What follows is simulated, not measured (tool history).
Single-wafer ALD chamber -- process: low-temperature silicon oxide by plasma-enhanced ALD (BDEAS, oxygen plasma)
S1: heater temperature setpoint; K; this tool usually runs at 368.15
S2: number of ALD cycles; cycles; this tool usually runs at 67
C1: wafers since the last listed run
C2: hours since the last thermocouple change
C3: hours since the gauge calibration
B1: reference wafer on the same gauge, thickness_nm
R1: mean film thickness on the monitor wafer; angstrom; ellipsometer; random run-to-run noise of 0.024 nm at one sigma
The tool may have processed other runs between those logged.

run 1 hour=0 | S1=368.15 S2=67 | C1=0 C2=1985.1 C3=82.7 | B1=9.299 | R1=97.89
run 2 hour=11.3 | S1=368.15 S2=67 | C1=46 C2=1996.4 C3=94 | B1=9.301 | R1=97.98
run 3 hour=22.4 | S1=368.15 S2=67 | C1=45 C2=2007.5 C3=105.1 | B1=9.298 | R1=97.74
run 4 hour=35.2 | S1=375.15 S2=59 | C1=52 C2=2020.3 C3=117.9 | B1=9.297 | R1=84.57
run 5 hour=51.4 | S1=375.15 S2=59 | C1=66 C2=2036.5 C3=134.1 | B1=9.301 | R1=84.44
run 6 hour=59.1 | S1=368.15 S2=67 | C1=31 C2=2044.2 C3=141.8 | B1=9.299 | R1=97.81
run 7 hour=68.1 | S1=368.15 S2=67 | C1=36 C2=2053.2 C3=150.8 | B1=9.302 | R1=98.25
run 8 hour=76 | S1=368.15 S2=67 | C1=32 C2=2061.1 C3=158.7 | B1=9.299 | R1=98.1
run 9 hour=86.4 | S1=368.15 S2=67 | C1=42 C2=2071.5 C3=169.1 | B1=9.298 | R1=97.48
run 10 hour=96.3 | S1=368.15 S2=77 | C1=40 C2=2081.4 C3=179 | B1=9.3 | R1=112.3
run 11 hour=113.3 | S1=368.15 S2=77 | C1=69 C2=2098.4 C3=196 | B1=9.301 | R1=112.7
run 12 hour=122.9 | S1=368.15 S2=71 | C1=39 C2=2108 C3=205.6 | B1=9.3 | R1=103.37
run 13 hour=136.8 | S1=368.15 S2=61 | C1=56 C2=2121.9 C3=219.5 | B1=9.301 | R1=88.8
run 14 hour=146.3 | S1=368.15 S2=61 | C1=38 C2=2131.4 C3=229 | B1=9.304 | R1=89.55
-- hour=170.3 thermocouple changed; heater temperature recalibrated
run 15 hour=186.8 | S1=368.15 S2=67 | C1=132 C2=16.5 C3=269.5 | B1=9.303 | R1=97.73
run 16 hour=199.9 | S1=368.15 S2=67 | C1=53 C2=29.6 C3=282.6 | B1=9.305 | R1=97.87
run 17 hour=208.6 | S1=368.15 S2=67 | C1=35 C2=38.3 C3=291.3 | B1=9.296 | R1=97.7
run 18 hour=221.7 | S1=368.15 S2=58 | C1=53 C2=51.4 C3=304.4 | B1=9.3 | R1=84.98
run 19 hour=233.1 | S1=359.15 S2=56 | C1=46 C2=62.8 C3=315.8 | B1=9.301 | R1=84.13
run 20 hour=240.6 | S1=381.15 S2=74 | C1=30 C2=70.3 C3=323.3 | B1=9.298 | R1=105.35
run 21 hour=268 | S1=363.15 S2=73 | C1=112 C2=97.7 C3=350.7 | B1=9.301 | R1=108.6
run 22 hour=279.4 | S1=368.15 S2=67 | C1=46 C2=109.1 C3=362.1 | B1=9.301 | R1=97.78
run 23 hour=290.4 | S1=381.15 S2=74 | C1=44 C2=120.1 C3=373.1 | B1=9.298 | R1=105.28
run 24 hour=303 | S1=368.15 S2=80 | C1=51 C2=132.7 C3=385.7 | B1=9.301 | R1=117.07
run 25 hour=318.3 | S1=356.15 S2=57 | C1=62 C2=148 C3=401 | B1=9.303 | R1=86.89
-- hour=321.9 gauge calibrated
run 26 hour=331.6 | S1=381.15 S2=62 | C1=54 C2=161.3 C3=9.7 | B1=9.298 | R1=88.03
run 27 hour=343.9 | S1=368.15 S2=67 | C1=50 C2=173.6 C3=22 | B1=9.297 | R1=97.46
run 28 hour=355.9 | S1=368.15 S2=67 | C1=49 C2=185.6 C3=34 | B1=9.297 | R1=97.68
run 29 hour=362.5 | S1=368.15 S2=67 | C1=26 C2=192.2 C3=40.6 | B1=9.302 | R1=98.05
run 30 hour=380 | S1=368.15 S2=67 | C1=71 C2=209.7 C3=58.1 | B1=9.302 | R1=98.33
run 31 hour=386.9 | S1=380.15 S2=61 | C1=28 C2=216.6 C3=65 | B1=9.297 | R1=86.5
run 32 hour=395 | S1=373.15 S2=77 | C1=33 C2=224.7 C3=73.1 | B1=9.302 | R1=110.84
run 33 hour=405.7 | S1=363.15 S2=55 | C1=43 C2=235.4 C3=83.8 | B1=9.302 | R1=81.61
run 34 hour=419.1 | S1=359.15 S2=74 | C1=54 C2=248.8 C3=97.2 | B1=9.301 | R1=111.21

4 options for the next run, each taken on its own from the tool as it stands now. Forecast them:
run A hour=419.6 | S1=368.15 S2=67 | C1=2 C2=249.3 C3=97.7 | B1=? | R1=?
run B hour=419.6 | S1=376.15 S2=62 | C1=2 C2=249.3 C3=97.7 | B1=? | R1=?
run C hour=419.6 | S1=377.15 S2=67 | C1=2 C2=249.3 C3=97.7 | B1=? | R1=?
run D hour=419.6 | S1=378.15 S2=55 | C1=2 C2=249.3 C3=97.7 | B1=? | R1=?

run=A B1=9.302 R1=97.57
run=B B1=9.302 R1=88.36
run=C B1=9.302 R1=95.33
run=D B1=9.302 R1=78.13
What these runs would have given with no unlogged condition in the tool:
run=A R1=97.57
run=B R1=88.36
run=C R1=95.33
run=D R1=78.13

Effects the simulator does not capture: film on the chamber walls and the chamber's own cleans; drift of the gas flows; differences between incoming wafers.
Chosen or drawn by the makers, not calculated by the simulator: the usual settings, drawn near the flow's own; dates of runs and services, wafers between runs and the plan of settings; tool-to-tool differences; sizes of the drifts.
